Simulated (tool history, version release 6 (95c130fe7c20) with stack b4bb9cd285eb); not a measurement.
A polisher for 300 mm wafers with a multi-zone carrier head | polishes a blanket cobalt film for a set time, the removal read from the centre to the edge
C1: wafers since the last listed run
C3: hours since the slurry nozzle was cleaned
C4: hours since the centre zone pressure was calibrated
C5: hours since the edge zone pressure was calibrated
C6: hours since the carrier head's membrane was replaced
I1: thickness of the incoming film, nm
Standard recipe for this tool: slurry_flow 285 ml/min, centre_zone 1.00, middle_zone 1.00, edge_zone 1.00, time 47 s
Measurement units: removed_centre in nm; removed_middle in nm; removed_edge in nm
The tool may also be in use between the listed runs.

{"run": 1, "hour": 0.0, "slurry_flow": 285, "centre_zone": 1.0, "middle_zone": 1.0, "edge_zone": 1.0, "time": 47, "C1": 0, "wafers polished on this pad": 2524, "C3": 504.7, "C4": 297.0, "C5": 360.6, "C6": 1586.6, "I1": 1281.4, "removed_centre": 355.6, "removed_middle": 348.0, "removed_edge": 362.1}
{"run": 2, "hour": 42.8, "slurry_flow": 285, "centre_zone": 1.0, "middle_zone": 1.0, "edge_zone": 1.0, "time": 47, "C1": 467, "wafers polished on this pad": 2991, "C3": 547.5, "C4": 339.8, "C5": 403.4, "C6": 1629.4, "I1": 1269.7, "removed_centre": 350.8, "removed_middle": 346.7, "removed_edge": 357.4}
{"hour": 64.5, "done": "worn pad replaced by a new one"}
{"run": 3, "hour": 68.0, "slurry_flow": 285, "centre_zone": 1.0, "middle_zone": 1.0, "edge_zone": 1.0, "time": 47, "C1": 231, "wafers polished on this pad": 38, "C3": 572.7, "C4": 365.0, "C5": 428.6, "C6": 1654.6, "I1": 1272.8, "removed_centre": 356.6, "removed_middle": 345.0, "removed_edge": 358.3}
{"hour": 82.1, "done": "slurry nozzle cleaned"}
{"run": 4, "hour": 120.1, "slurry_flow": 285, "centre_zone": 1.0, "middle_zone": 1.0, "edge_zone": 1.0, "time": 47, "C1": 558, "wafers polished on this pad": 596, "C3": 38.0, "C4": 417.1, "C5": 480.7, "C6": 1706.7, "I1": 1300.4, "removed_centre": 349.6, "removed_middle": 349.2, "removed_edge": 360.2}
{"run": 5, "hour": 179.4, "slurry_flow": 285, "centre_zone": 1.05, "middle_zone": 1.0, "edge_zone": 1.0, "time": 47, "C1": 647, "wafers polished on this pad": 1244, "C3": 97.3, "C4": 476.4, "C5": 540.0, "C6": 1766.0, "I1": 1285.4, "removed_centre": 361.3, "removed_middle": 351.2, "removed_edge": 353.7}
{"run": 6, "hour": 236.2, "slurry_flow": 285, "centre_zone": 1.05, "middle_zone": 1.0, "edge_zone": 1.0, "time": 47, "C1": 620, "wafers polished on this pad": 1864, "C3": 154.1, "C4": 533.2, "C5": 596.8, "C6": 1822.8, "I1": 1281.6, "removed_centre": 364.6, "removed_middle": 350.2, "removed_edge": 359.3}
{"run": 7, "hour": 290.9, "slurry_flow": 285, "centre_zone": 1.05, "middle_zone": 1.0, "edge_zone": 1.0, "time": 47, "C1": 597, "wafers polished on this pad": 2462, "C3": 208.8, "C4": 587.9, "C5": 651.5, "C6": 1877.5, "I1": 1279.0, "removed_centre": 361.5, "removed_middle": 350.5, "removed_edge": 358.5}
{"hour": 312.1, "done": "worn pad replaced by a new one"}
{"hour": 330.1, "done": "carrier head's membrane replaced by a new one"}
{"run": 8, "hour": 350.3, "slurry_flow": 285, "centre_zone": 1.0, "middle_zone": 1.0, "edge_zone": 1.0, "time": 47, "C1": 550, "wafers polished on this pad": 362, "C3": 268.2, "C4": 647.3, "C5": 710.9, "C6": 20.2, "I1": 1268.2, "removed_centre": 338.1, "removed_middle": 348.7, "removed_edge": 367.3}
{"hour": 358.3, "done": "edge zone pressure recalibrated"}
{"run": 9, "hour": 411.2, "slurry_flow": 285, "centre_zone": 0.93, "middle_zone": 1.0, "edge_zone": 1.0, "time": 47, "C1": 643, "wafers polished on this pad": 1006, "C3": 329.1, "C4": 708.2, "C5": 52.9, "C6": 81.1, "I1": 1276.8, "removed_centre": 323.3, "removed_middle": 352.4, "removed_edge": 357.5}
{"run": 10, "hour": 447.2, "slurry_flow": 285, "centre_zone": 1.0, "middle_zone": 1.09, "edge_zone": 1.0, "time": 47, "C1": 393, "wafers polished on this pad": 1399, "C3": 365.1, "C4": 744.2, "C5": 88.9, "C6": 117.1, "I1": 1293.5, "removed_centre": 341.9, "removed_middle": 375.3, "removed_edge": 356.4}
{"run": 11, "hour": 478.7, "slurry_flow": 350, "centre_zone": 1.0, "middle_zone": 0.91, "edge_zone": 1.12, "time": 47, "C1": 344, "wafers polished on this pad": 1743, "C3": 396.6, "C4": 775.7, "C5": 120.4, "C6": 148.6, "I1": 1273.2, "removed_centre": 349.1, "removed_middle": 331.9, "removed_edge": 387.0}
{"run": 12, "hour": 525.1, "slurry_flow": 285, "centre_zone": 1.0, "middle_zone": 1.0, "edge_zone": 1.1, "time": 47, "C1": 506, "wafers polished on this pad": 2250, "C3": 443.0, "C4": 822.1, "C5": 166.8, "C6": 195.0, "I1": 1270.0, "removed_centre": 340.2, "removed_middle": 350.8, "removed_edge": 379.9}
{"run": 13, "hour": 592.7, "slurry_flow": 365, "centre_zone": 1.03, "middle_zone": 1.0, "edge_zone": 0.88, "time": 47, "C1": 738, "wafers polished on this pad": 2988, "C3": 510.6, "C4": 889.7, "C5": 234.4, "C6": 262.6, "I1": 1270.8, "removed_centre": 358.1, "removed_middle": 359.6, "removed_edge": 342.1}
{"hour": 611.2, "done": "worn pad replaced by a new one"}
{"hour": 659.6, "done": "centre zone pressure recalibrated"}
{"hour": 666.4, "done": "slurry nozzle cleaned"}
{"run": 14, "hour": 740.2, "slurry_flow": 210, "centre_zone": 1.0, "middle_zone": 1.0, "edge_zone": 0.95, "time": 47, "C1": 1534, "wafers polished on this pad": 1376, "C3": 73.8, "C4": 80.6, "C5": 381.9, "C6": 410.1, "I1": 1297.4, "removed_centre": 342.8, "removed_middle": 332.4, "removed_edge": 334.7}
{"run": 15, "hour": 795.7, "slurry_flow": 285, "centre_zone": 1.0, "middle_zone": 0.96, "edge_zone": 1.0, "time": 47, "C1": 606, "wafers polished on this pad": 1982, "C3": 129.3, "C4": 136.1, "C5": 437.4, "C6": 465.6, "I1": 1283.4, "removed_centre": 356.2, "removed_middle": 342.2, "removed_edge": 359.5}
{"run": 16, "hour": 847.0, "slurry_flow": 285, "centre_zone": 1.0, "middle_zone": 1.0, "edge_zone": 0.96, "time": 36, "C1": 560, "wafers polished on this pad": 2542, "C3": 180.6, "C4": 187.4, "C5": 488.7, "C6": 516.9, "I1": 1251.4, "removed_centre": 269.6, "removed_middle": 268.2, "removed_edge": 271.1}
{"run": 17, "hour": 898.6, "slurry_flow": 285, "centre_zone": 1.0, "middle_zone": 1.0, "edge_zone": 1.0, "time": 47, "C1": 563, "wafers polished on this pad": 3106, "C3": 232.2, "C4": 239.0, "C5": 540.3, "C6": 568.5, "I1": 1273.4, "removed_centre": 353.1, "removed_middle": 347.1, "removed_edge": 361.8}
{"hour": 926.7, "done": "worn pad replaced by a new one"}
{"run": 18, "hour": 949.8, "slurry_flow": 285, "centre_zone": 1.0, "middle_zone": 0.9, "edge_zone": 1.0, "time": 37, "C1": 515, "wafers polished on this pad": 252, "C3": 283.4, "C4": 290.2, "C5": 591.5, "C6": 619.7, "I1": 1273.7, "removed_centre": 271.4, "removed_middle": 255.9, "removed_edge": 283.5}
{"run": 19, "hour": 1016.8, "slurry_flow": 285, "centre_zone": 1.05, "middle_zone": 1.0, "edge_zone": 1.0, "time": 47, "C1": 731, "wafers polished on this pad": 984, "C3": 350.4, "C4": 357.2, "C5": 658.5, "C6": 686.7, "I1": 1270.6, "removed_centre": 363.0, "removed_middle": 348.2, "removed_edge": 360.5}
{"run": 20, "hour": 1042.5, "slurry_flow": 285, "centre_zone": 1.0, "middle_zone": 1.0, "edge_zone": 1.0, "time": 47, "C1": 280, "wafers polished on this pad": 1264, "C3": 376.1, "C4": 382.9, "C5": 684.2, "C6": 712.4, "I1": 1286.8, "removed_centre": 347.8, "removed_middle": 347.5, "removed_edge": 364.1}
{"run": 21, "hour": 1067.3, "slurry_flow": 360, "centre_zone": 1.0, "middle_zone": 1.06, "edge_zone": 0.91, "time": 43, "C1": 270, "wafers polished on this pad": 1535, "C3": 400.9, "C4": 407.7, "C5": 709.0, "C6": 737.2, "I1": 1281.1, "removed_centre": 322.7, "removed_middle": 338.5, "removed_edge": 317.0}
{"run": 22, "hour": 1110.8, "slurry_flow": 285, "centre_zone": 1.0, "middle_zone": 1.0, "edge_zone": 0.96, "time": 47, "C1": 475, "wafers polished on this pad": 2010, "C3": 444.4, "C4": 451.2, "C5": 752.5, "C6": 780.7, "I1": 1282.7, "removed_centre": 350.1, "removed_middle": 351.0, "removed_edge": 354.4}

Each row is a separate what-if for the run after 22, all from the same tool condition, not one after another. Results?
{"run": "A", "hour": 1111.2, "slurry_flow": 285, "centre_zone": 1.0, "middle_zone": 1.0, "edge_zone": 1.0, "time": 47, "C1": 4, "wafers polished on this pad": 2014, "C3": 444.8, "C4": 451.6, "C5": 752.9, "C6": 781.1, "I1": 1294.2, "removed_centre": "?", "removed_middle": "?", "removed_edge": "?"}
{"run": "B", "hour": 1111.2, "slurry_flow": 285, "centre_zone": 1.04, "middle_zone": 0.95, "edge_zone": 1.0, "time": 47, "C1": 4, "wafers polished on this pad": 2014, "C3": 444.8, "C4": 451.6, "C5": 752.9, "C6": 781.1, "I1": 1294.2, "removed_centre": "?", "removed_middle": "?", "removed_edge": "?"}
{"run": "C", "hour": 1111.2, "slurry_flow": 285, "centre_zone": 1.09, "middle_zone": 0.95, "edge_zone": 1.0, "time": 37, "C1": 4, "wafers polished on this pad": 2014, "C3": 444.8, "C4": 451.6, "C5": 752.9, "C6": 781.1, "I1": 1294.2, "removed_centre": "?", "removed_middle": "?", "removed_edge": "?"}
{"run": "D", "hour": 1111.2, "slurry_flow": 285, "centre_zone": 1.07, "middle_zone": 1.03, "edge_zone": 0.9, "time": 36, "C1": 4, "wafers polished on this pad": 2014, "C3": 444.8, "C4": 451.6, "C5": 752.9, "C6": 781.1, "I1": 1294.2, "removed_centre": "?", "removed_middle": "?", "removed_edge": "?"}

run=A removed_centre=348.7 removed_middle=344.5 removed_edge=364.0
run=B removed_centre=361.6 removed_middle=331.1 removed_edge=364.2
run=C removed_centre=297.4 removed_middle=260.6 removed_edge=286.7
run=D removed_centre=284.6 removed_middle=269.9 removed_edge=265.2
With no hidden state in the tool, these same runs would have given:
run=A removed_centre=360.2 removed_middle=344.4 removed_edge=364.0
run=B removed_centre=373.4 removed_middle=331.1 removed_edge=364.2
run=C removed_centre=307.1 removed_middle=260.6 removed_edge=286.7
run=D removed_centre=293.8 removed_middle=269.8 removed_edge=265.2
